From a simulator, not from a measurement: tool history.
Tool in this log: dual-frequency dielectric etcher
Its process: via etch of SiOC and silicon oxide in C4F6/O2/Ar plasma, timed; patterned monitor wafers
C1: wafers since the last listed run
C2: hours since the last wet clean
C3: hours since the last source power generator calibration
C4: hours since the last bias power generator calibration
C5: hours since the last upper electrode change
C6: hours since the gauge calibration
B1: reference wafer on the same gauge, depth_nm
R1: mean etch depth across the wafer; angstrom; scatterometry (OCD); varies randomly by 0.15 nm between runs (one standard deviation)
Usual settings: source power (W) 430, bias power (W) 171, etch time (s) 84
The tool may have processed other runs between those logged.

{"run": 1, "hour": 0.0, "source power (W)": 430, "bias power (W)": 171, "etch time (s)": 84, "C1": 0, "C2": 362.4, "C3": 2730.7, "C4": 931.1, "C5": 5665.5, "C6": 506, "B1": 112.3, "R1": 992}
{"run": 2, "hour": 70.6, "source power (W)": 430, "bias power (W)": 171, "etch time (s)": 84, "C1": 456, "C2": 433, "C3": 2801.3, "C4": 1001.7, "C5": 5736.1, "C6": 576.6, "B1": 112.3, "R1": 992}
{"run": 3, "hour": 100.5, "source power (W)": 430, "bias power (W)": 171, "etch time (s)": 84, "C1": 193, "C2": 462.9, "C3": 2831.2, "C4": 1031.6, "C5": 5766, "C6": 606.5, "B1": 112.3, "R1": 993}
{"hour": 144.7, "done": "wet clean of the chamber"}
{"run": 4, "hour": 145.2, "source power (W)": 430, "bias power (W)": 171, "etch time (s)": 84, "C1": 133, "C2": 0.5, "C3": 2875.9, "C4": 1076.3, "C5": 5810.7, "C6": 651.2, "B1": 112.3, "R1": 998}
{"run": 5, "hour": 190.9, "source power (W)": 430, "bias power (W)": 171, "etch time (s)": 84, "C1": 295, "C2": 46.2, "C3": 2921.6, "C4": 1122, "C5": 5856.4, "C6": 696.9, "B1": 112.3, "R1": 1000}
{"run": 6, "hour": 245.8, "source power (W)": 430, "bias power (W)": 171, "etch time (s)": 84, "C1": 355, "C2": 101.1, "C3": 2976.5, "C4": 1176.9, "C5": 5911.3, "C6": 751.8, "B1": 112.3, "R1": 1000}
{"run": 7, "hour": 309.9, "source power (W)": 430, "bias power (W)": 171, "etch time (s)": 84, "C1": 414, "C2": 165.2, "C3": 3040.6, "C4": 1241, "C5": 5975.4, "C6": 815.9, "B1": 112.3, "R1": 1000}
{"hour": 356.6, "done": "gauge calibrated"}
{"run": 8, "hour": 356.8, "source power (W)": 430, "bias power (W)": 171, "etch time (s)": 84, "C1": 303, "C2": 212.1, "C3": 3087.5, "C4": 1287.9, "C5": 6022.3, "C6": 0.2, "B1": 112.3, "R1": 1000}
{"run": 9, "hour": 406.8, "source power (W)": 430, "bias power (W)": 171, "etch time (s)": 84, "C1": 323, "C2": 262.1, "C3": 3137.5, "C4": 1337.9, "C5": 6072.3, "C6": 50.2, "B1": 112.3, "R1": 997}
{"run": 10, "hour": 461.0, "source power (W)": 430, "bias power (W)": 201, "etch time (s)": 93, "C1": 350, "C2": 316.3, "C3": 3191.7, "C4": 1392.1, "C5": 6126.5, "C6": 104.4, "B1": 112.3, "R1": 1150}
{"run": 11, "hour": 511.0, "source power (W)": 370, "bias power (W)": 171, "etch time (s)": 63, "C1": 323, "C2": 366.3, "C3": 3241.7, "C4": 1442.1, "C5": 6176.5, "C6": 154.4, "B1": 112.3, "R1": 704}
{"run": 12, "hour": 562.6, "source power (W)": 430, "bias power (W)": 171, "etch time (s)": 84, "C1": 333, "C2": 417.9, "C3": 3293.3, "C4": 1493.7, "C5": 6228.1, "C6": 206, "B1": 112.3, "R1": 997}
{"run": 13, "hour": 631.4, "source power (W)": 430, "bias power (W)": 209, "etch time (s)": 63.5, "C1": 445, "C2": 486.7, "C3": 3362.1, "C4": 1562.5, "C5": 6296.9, "C6": 274.8, "B1": 112.3, "R1": 791}
{"hour": 666.7, "done": "upper electrode replaced"}
{"run": 14, "hour": 696.9, "source power (W)": 490, "bias power (W)": 143, "etch time (s)": 96.5, "C1": 268, "C2": 552.2, "C3": 3427.6, "C4": 1628, "C5": 30.2, "C6": 340.3, "B1": 112.3, "R1": 1159}
{"hour": 730.8, "done": "wet clean of the chamber"}
{"hour": 737.4, "done": "source power generator calibrated"}
{"hour": 745.4, "done": "bias power generator calibrated"}
{"run": 15, "hour": 760.6, "source power (W)": 360, "bias power (W)": 200, "etch time (s)": 100, "C1": 205, "C2": 29.8, "C3": 23.2, "C4": 15.2, "C5": 93.9, "C6": 404, "B1": 112.3, "R1": 1133}
{"run": 16, "hour": 809.9, "source power (W)": 430, "bias power (W)": 171, "etch time (s)": 84, "C1": 319, "C2": 79.1, "C3": 72.5, "C4": 64.5, "C5": 143.2, "C6": 453.3, "B1": 112.3, "R1": 983}
{"run": 17, "hour": 854.2, "source power (W)": 330, "bias power (W)": 196, "etch time (s)": 64.5, "C1": 286, "C2": 123.4, "C3": 116.8, "C4": 108.8, "C5": 187.5, "C6": 497.6, "B1": 112.3, "R1": 701}
{"run": 18, "hour": 892.6, "source power (W)": 460, "bias power (W)": 130, "etch time (s)": 65.5, "C1": 248, "C2": 161.8, "C3": 155.2, "C4": 147.2, "C5": 225.9, "C6": 536, "B1": 112.3, "R1": 736}
{"run": 19, "hour": 933.5, "source power (W)": 430, "bias power (W)": 171, "etch time (s)": 99, "C1": 264, "C2": 202.7, "C3": 196.1, "C4": 188.1, "C5": 266.8, "C6": 576.9, "B1": 112.3, "R1": 1154}

The tool's hidden state at each run:
bias power that arrives over what is set, %: 0 in every run
gauge reads high (%): 0 in every run
H1: etch rate over this chamber's usual, %
H2: source power that arrives over what is set, %
run=1 H1=-0.662 H2=3.73
run=2 H1=-0.786 H2=3.91
run=3 H1=-0.839 H2=3.98
run=4 H1=-0.0185 H2=4.1
run=5 H1=-0.0991 H2=4.22
run=6 H1=-0.196 H2=4.36
run=7 H1=-0.309 H2=4.53
run=8 H1=-0.392 H2=4.66
run=9 H1=-0.48 H2=4.8
run=10 H1=-0.576 H2=4.96
run=11 H1=-0.664 H2=5.1
run=12 H1=-0.755 H2=5.25
run=13 H1=-0.877 H2=5.46
run=14 H1=-0.992 H2=5.66
run=15 H1=-0.055 H2=-0.315
run=16 H1=-0.142 H2=-0.313
run=17 H1=-0.22 H2=-0.309
run=18 H1=-0.288 H2=-0.304
run=19 H1=-0.36 H2=-0.298
